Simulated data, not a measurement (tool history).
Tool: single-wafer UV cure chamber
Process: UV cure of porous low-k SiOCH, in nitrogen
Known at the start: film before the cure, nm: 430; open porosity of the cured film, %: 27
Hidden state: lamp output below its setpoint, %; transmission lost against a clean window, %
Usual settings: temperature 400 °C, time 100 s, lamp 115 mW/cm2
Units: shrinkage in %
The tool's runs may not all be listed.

run,hour,temperature,time,lamp,wafers since the last listed run,hours since the UV bulbs were replaced,wafers since the quartz window was cleaned,shrinkage
1,0,400,100,115,0,1575.5,1754,8.874
2,16.7,394,100,115,48,1592.2,1803,8.746
3,26.1,400,145,115,27,1601.6,1831,10.69
4,65.7,400,145,115,115,1641.2,1946,10.747
5,77.5,400,145,115,34,1653,1980,10.694
6,92.6,400,100,115,44,1668.1,2024,8.909
7,105.5,400,100,115,37,1681,2062,8.838
# hour 125.8: UV bulbs replaced
8,126.3,400,100,115,37,0.5,2099,8.723
9,127.8,400,100,115,4,2,2104,9.115
10,144.2,400,110,115,47,18.4,2152,9.279
11,162,413,100,115,51,36.2,2204,9.187
12,172.3,410,100,144,30,46.5,2234,10.108
13,186.6,389,160,115,41,60.8,2275,10.913
# hour 196.5: quartz window cleaned
14,215.5,389,100,115,60,89.7,55,8.778
15,230.3,413,40,78,43,104.5,98,4.02
16,239.1,400,145,115,25,113.3,124,10.584
17,258.1,400,100,115,55,132.3,179,9.045
18,264.7,400,100,115,19,138.9,198,8.979
19,290.6,411,100,143,75,164.8,274,9.941
20,307.1,400,100,115,48,181.3,322,8.854
21,317.6,415,55,95,30,191.8,353,5.93

Forecast each of these 5 alternatives for the next run:
A,318.1,400,100,115,1,192.3,354,?
B,318.1,406,100,115,1,192.3,354,?
C,318.1,415,55,145,1,192.3,354,?
D,318.1,400,45,86,1,192.3,354,?
E,318.1,414,145,144,1,192.3,354,?

run,shrinkage
A,8.982
B,9.082
C,7.649
D,4.634
E,11.904
Without the tool's hidden state the same runs would have given:
run,shrinkage
A,8.982
B,9.082
C,7.649
D,4.634
E,11.904

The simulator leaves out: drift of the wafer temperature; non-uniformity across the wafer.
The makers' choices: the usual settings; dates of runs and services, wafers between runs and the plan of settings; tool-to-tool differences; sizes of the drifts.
